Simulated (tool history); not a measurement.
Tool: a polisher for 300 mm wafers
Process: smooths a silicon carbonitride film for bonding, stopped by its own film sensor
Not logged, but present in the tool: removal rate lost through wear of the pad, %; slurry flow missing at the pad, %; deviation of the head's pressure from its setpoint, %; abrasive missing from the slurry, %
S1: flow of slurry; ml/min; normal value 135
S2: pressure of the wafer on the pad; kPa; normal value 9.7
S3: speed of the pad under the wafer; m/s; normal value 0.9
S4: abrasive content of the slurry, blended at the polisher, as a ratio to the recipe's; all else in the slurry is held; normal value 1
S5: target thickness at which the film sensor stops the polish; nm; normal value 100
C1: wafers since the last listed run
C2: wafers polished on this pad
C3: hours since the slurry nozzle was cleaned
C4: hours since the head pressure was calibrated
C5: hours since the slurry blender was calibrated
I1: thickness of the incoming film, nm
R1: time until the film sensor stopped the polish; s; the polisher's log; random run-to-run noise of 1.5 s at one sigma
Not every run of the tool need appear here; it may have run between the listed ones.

run 1 hour=0 | S1=135 S2=9.7 S3=0.9 S4=1 S5=100 | C1=0 C2=2611 C3=481.6 C4=604.3 C5=132.2 | I1=119.6 | R1=118.5
-- hour=22.4 worn pad replaced by a new one
run 2 hour=66.8 | S1=135 S2=9.7 S3=0.9 S4=1 S5=100 | C1=556 C2=392 C3=548.4 C4=671.1 C5=199 | I1=119.7 | R1=114.8
run 3 hour=107.7 | S1=135 S2=9.7 S3=0.9 S4=1 S5=100 | C1=362 C2=754 C3=589.3 C4=712 C5=239.9 | I1=119.6 | R1=113.5
run 4 hour=164.2 | S1=135 S2=9.7 S3=0.9 S4=1 S5=100 | C1=500 C2=1255 C3=645.8 C4=768.5 C5=296.4 | I1=120.3 | R1=118.9
-- hour=169 head pressure recalibrated
-- hour=189.4 slurry nozzle cleaned
run 5 hour=211.8 | S1=100 S2=9.7 S3=0.9 S4=1 S5=100 | C1=394 C2=1650 C3=22.4 C4=42.8 C5=344 | I1=121.2 | R1=134.7
-- hour=267.6 slurry blender recalibrated
run 6 hour=269.6 | S1=135 S2=9.7 S3=0.9 S4=1 S5=100 | C1=494 C2=2144 C3=80.2 C4=100.6 C5=2 | I1=120.6 | R1=128.9
run 7 hour=304.8 | S1=135 S2=9.7 S3=0.9 S4=1 S5=100 | C1=311 C2=2455 C3=115.4 C4=135.8 C5=37.2 | I1=120 | R1=124.2
-- hour=316 worn pad replaced by a new one
run 8 hour=366.1 | S1=135 S2=9.7 S3=1.1 S4=1 S5=100 | C1=507 C2=443 C3=176.7 C4=197.1 C5=98.5 | I1=119.8 | R1=96.4
run 9 hour=416.5 | S1=135 S2=9.7 S3=1.1 S4=1 S5=100 | C1=446 C2=889 C3=227.1 C4=247.5 C5=148.9 | I1=119 | R1=91.1
run 10 hour=462.7 | S1=135 S2=9.7 S3=1.1 S4=1 S5=100 | C1=409 C2=1298 C3=273.3 C4=293.7 C5=195.1 | I1=120.2 | R1=99.8
run 11 hour=493.4 | S1=110 S2=9.7 S3=0.9 S4=1 S5=100 | C1=271 C2=1570 C3=304 C4=324.4 C5=225.8 | I1=120 | R1=126.1
run 12 hour=535.1 | S1=110 S2=9.7 S3=0.9 S4=1 S5=100 | C1=369 C2=1939 C3=345.7 C4=366.1 C5=267.5 | I1=119.1 | R1=120.2
run 13 hour=591.3 | S1=110 S2=9.7 S3=0.9 S4=1 S5=100 | C1=497 C2=2437 C3=401.9 C4=422.3 C5=323.7 | I1=118.4 | R1=120.4
-- hour=643 worn pad replaced by a new one, of another model than before
run 14 hour=644.7 | S1=135 S2=9.7 S3=1.12 S4=1 S5=96 | C1=437 C2=15 C3=455.3 C4=475.7 C5=377.1 | I1=118.9 | R1=113.1
run 15 hour=693.8 | S1=135 S2=9.7 S3=0.9 S4=1 S5=100 | C1=434 C2=450 C3=504.4 C4=524.8 C5=426.2 | I1=118.8 | R1=106.6
-- hour=705 slurry blender recalibrated
run 16 hour=747.9 | S1=135 S2=7.6 S3=0.9 S4=1 S5=100 | C1=461 C2=911 C3=558.5 C4=578.9 C5=42.9 | I1=120.3 | R1=126.8
run 17 hour=817.2 | S1=135 S2=9.7 S3=0.9 S4=1 S5=94 | C1=613 C2=1525 C3=627.8 C4=648.2 C5=112.2 | I1=119 | R1=148.3
run 18 hour=865.3 | S1=125 S2=9.7 S3=0.9 S4=1 S5=100 | C1=425 C2=1950 C3=675.9 C4=696.3 C5=160.3 | I1=119.3 | R1=116.4
-- hour=867.7 slurry nozzle cleaned
run 19 hour=917.8 | S1=135 S2=9.7 S3=0.76 S4=1 S5=100 | C1=455 C2=2406 C3=50.1 C4=748.8 C5=212.8 | I1=118.8 | R1=123
-- hour=922.2 head pressure recalibrated
run 20 hour=986 | S1=135 S2=9.7 S3=1.12 S4=1 S5=96 | C1=586 C2=2993 C3=118.3 C4=63.8 C5=281 | I1=118.8 | R1=129.4
-- hour=995.5 worn pad replaced by a new one
run 21 hour=1047.4 | S1=125 S2=9.7 S3=0.9 S4=1 S5=100 | C1=508 C2=459 C3=179.7 C4=125.2 C5=342.4 | I1=119 | R1=108.6
run 22 hour=1073.3 | S1=120 S2=9.7 S3=0.58 S4=0.9 S5=100 | C1=229 C2=688 C3=205.6 C4=151.1 C5=368.3 | I1=120.3 | R1=158.6
-- hour=1099.6 slurry blender recalibrated
run 23 hour=1099.9 | S1=135 S2=9.7 S3=0.78 S4=1 S5=100 | C1=217 C2=906 C3=232.2 C4=177.7 C5=0.3 | I1=118.3 | R1=115.3
run 24 hour=1144 | S1=135 S2=9.7 S3=0.9 S4=1 S5=104 | C1=390 C2=1296 C3=276.3 C4=221.8 C5=44.4 | I1=119.9 | R1=90.1
run 25 hour=1191 | S1=135 S2=9.7 S3=0.9 S4=1 S5=100 | C1=416 C2=1713 C3=323.3 C4=268.8 C5=91.4 | I1=120.3 | R1=118.5
run 26 hour=1239.8 | S1=155 S2=9.7 S3=1.16 S4=1 S5=100 | C1=432 C2=2145 C3=372.1 C4=317.6 C5=140.2 | I1=119.7 | R1=98
-- hour=1341.6 worn pad replaced by a new one
run 27 hour=1354 | S1=135 S2=9.7 S3=0.9 S4=1.2 S5=100 | C1=975 C2=109 C3=486.3 C4=431.8 C5=254.4 | I1=119.8 | R1=105.8
run 28 hour=1403.3 | S1=170 S2=9.7 S3=1.2 S4=1 S5=100 | C1=436 C2=546 C3=535.6 C4=481.1 C5=303.7 | I1=120.9 | R1=94.8
run 29 hour=1460.1 | S1=135 S2=9.7 S3=0.9 S4=1.25 S5=100 | C1=502 C2=1048 C3=592.4 C4=537.9 C5=360.5 | I1=118 | R1=96.3

5 options for the next run, each taken on its own from the tool as it stands now. Forecast them:
run A hour=1460.6 | S1=135 S2=9.7 S3=0.9 S4=1 S5=100 | C1=4 C2=1053 C3=592.9 C4=538.4 C5=361 | I1=120.9 | R1=?
run B hour=1460.6 | S1=135 S2=9.7 S3=1.2 S4=1 S5=100 | C1=4 C2=1053 C3=592.9 C4=538.4 C5=361 | I1=120.9 | R1=?
run C hour=1460.6 | S1=180 S2=9.7 S3=1.2 S4=1.25 S5=102 | C1=4 C2=1053 C3=592.9 C4=538.4 C5=361 | I1=120.9 | R1=?
run D hour=1460.6 | S1=135 S2=9.7 S3=1.06 S4=0.8 S5=94 | C1=4 C2=1053 C3=592.9 C4=538.4 C5=361 | I1=120.9 | R1=?
run E hour=1460.6 | S1=155 S2=12.4 S3=0.74 S4=1.1 S5=100 | C1=4 C2=1053 C3=592.9 C4=538.4 C5=361 | I1=120.9 | R1=?

run=A R1=120
run=B R1=99.5
run=C R1=81.7
run=D R1=147.8
run=E R1=116.4
Had the tool no hidden state, the same runs would have come out as:
run=A R1=117.9
run=B R1=97.8
run=C R1=80.2
run=D R1=145.2
run=E R1=114.3

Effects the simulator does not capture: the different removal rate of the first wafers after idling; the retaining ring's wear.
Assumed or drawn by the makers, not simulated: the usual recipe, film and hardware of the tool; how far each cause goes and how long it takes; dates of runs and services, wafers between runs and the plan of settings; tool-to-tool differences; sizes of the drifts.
